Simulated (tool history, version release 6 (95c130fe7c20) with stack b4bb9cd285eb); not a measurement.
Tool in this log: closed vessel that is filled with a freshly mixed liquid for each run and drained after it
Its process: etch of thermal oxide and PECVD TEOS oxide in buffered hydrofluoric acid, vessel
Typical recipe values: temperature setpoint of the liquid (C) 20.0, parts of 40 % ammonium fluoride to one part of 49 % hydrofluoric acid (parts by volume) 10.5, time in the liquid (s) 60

run	day	temperature setpoint of the liquid (C)	parts of 40 % ammonium fluoride to one part of 49 % hydrofluoric acid (parts by volume)	time in the liquid (s)	read-back film thickness of the thermal oxide reference wafer, read on the same gauge (nm)	read-back film thickness of the PECVD TEOS oxide reference wafer, read on the same gauge (nm)	thickness taken off the thermal oxide on a monitor wafer (Å)	thickness taken off the PECVD TEOS oxide on a monitor wafer (Å)
1	0.000	20.0	10.5	60	150.00	50.03	530.9	1014.5
2	0.825	20.0	10.5	60	150.02	50.02	533.6	1018.9
3	1.471	20.0	10.5	45	149.99	49.94	402.9	760.4
4	2.096	20.0	10.5	60	149.97	50.02	534.3	1018.6
5	2.758	20.0	10.5	60	150.00	49.98	529.0	1003.9
6	3.571	20.0	10.5	60	150.00	49.98	527.2	1014.9
7	4.117	17.5	12.5	60	150.00	50.01	385.6	742.1
8	5.146	20.0	10.5	60	150.00	50.04	534.4	1022.1
9	5.767	20.0	10.5	60	150.01	49.99	530.1	1013.8
# day 6.475: gauge calibrated
10	6.496	20.0	10.5	90	150.01	49.99	801.2	1524.8
# day 7.504: thermometer replaced
# day 7.583: hydrofluoric acid flow meter replaced
11	8.688	23.0	13.0	60	150.03	49.98	508.7	977.2
12	9.388	17.0	12.5	30	149.98	49.97	190.5	364.8
13	10.396	22.5	10.5	40	150.00	50.04	407.4	780.8
14	11.421	20.0	10.5	60	150.03	50.01	530.8	1017.8
15	12.825	22.0	10.5	60	150.01	50.03	595.4	1136.3
16	13.592	17.0	13.5	80	150.00	49.97	462.4	890.4
17	14.821	20.0	10.5	85	149.99	49.94	751.8	1451.8
18	16.042	20.0	10.5	60	150.02	49.98	531.7	1003.1
19	16.904	22.5	10.5	30	149.98	50.01	304.8	592.4

Run-by-run hidden state of the tool:
liquid colder than its thermometer reads (K): 0 in every run
hydrofluoric acid flow above the setpoint (%): 0 in every run
gauge reads high (%): 0 in every run
